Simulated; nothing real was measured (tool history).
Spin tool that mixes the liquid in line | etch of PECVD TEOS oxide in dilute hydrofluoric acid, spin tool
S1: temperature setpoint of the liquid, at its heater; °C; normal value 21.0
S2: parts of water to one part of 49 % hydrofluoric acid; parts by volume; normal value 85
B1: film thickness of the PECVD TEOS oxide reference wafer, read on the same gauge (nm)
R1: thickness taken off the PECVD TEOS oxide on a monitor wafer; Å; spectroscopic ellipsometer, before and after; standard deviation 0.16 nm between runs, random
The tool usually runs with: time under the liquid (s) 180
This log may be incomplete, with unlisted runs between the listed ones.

run 1 hour=0.0 | S1=21.0 S2=85 time_under_the_liquid_(s)=180 | B1=150.03 | R1=294.0
run 2 hour=32.3 | S1=21.0 S2=85 time_under_the_liquid_(s)=180 | B1=149.99 | R1=298.0
run 3 hour=63.8 | S1=21.0 S2=85 time_under_the_liquid_(s)=255 | B1=150.00 | R1=418.2
run 4 hour=93.8 | S1=21.0 S2=85 time_under_the_liquid_(s)=180 | B1=150.03 | R1=294.7
run 5 hour=119.6 | S1=21.0 S2=85 time_under_the_liquid_(s)=180 | B1=149.96 | R1=291.7
run 6 hour=151.0 | S1=21.0 S2=85 time_under_the_liquid_(s)=180 | B1=149.98 | R1=296.6
-- hour=183.6 hydrofluoric acid flow meter replaced
run 7 hour=194.5 | S1=21.0 S2=85 time_under_the_liquid_(s)=180 | B1=149.99 | R1=295.9
run 8 hour=212.6 | S1=21.0 S2=100 time_under_the_liquid_(s)=180 | B1=149.99 | R1=247.3
-- hour=228.1 gauge calibrated
run 9 hour=248.2 | S1=17.0 S2=70 time_under_the_liquid_(s)=135 | B1=150.01 | R1=231.0
run 10 hour=269.2 | S1=21.0 S2=85 time_under_the_liquid_(s)=180 | B1=150.02 | R1=293.4
-- hour=293.8 thermometer replaced
run 11 hour=301.9 | S1=21.0 S2=85 time_under_the_liquid_(s)=180 | B1=150.01 | R1=293.9
run 12 hour=332.4 | S1=21.0 S2=100 time_under_the_liquid_(s)=180 | B1=150.01 | R1=245.7
run 13 hour=361.3 | S1=21.0 S2=70 time_under_the_liquid_(s)=180 | B1=150.01 | R1=369.5
run 14 hour=397.0 | S1=21.0 S2=125 time_under_the_liquid_(s)=250 | B1=149.98 | R1=267.2

Consider 4 possible next runs. They are alternatives, not a sequence: every one starts from the tool as it was left by run 14. What does each give?
run A hour=397.5 | S1=21.0 S2=85 time_under_the_liquid_(s)=180 | B1=? | R1=?
run B hour=397.5 | S1=22.5 S2=85 time_under_the_liquid_(s)=140 | B1=? | R1=?
run C hour=397.5 | S1=21.0 S2=115 time_under_the_liquid_(s)=90 | B1=? | R1=?
run D hour=397.5 | S1=25.0 S2=85 time_under_the_liquid_(s)=100 | B1=? | R1=?

run=A B1=150.00 R1=293.0
run=B B1=150.00 R1=242.3
run=C B1=150.00 R1=104.6
run=D B1=150.00 R1=191.3
Had the tool no hidden state, the same runs would have come out as:
run=A R1=293.0
run=B R1=242.3
run=C R1=104.6
run=D R1=191.3
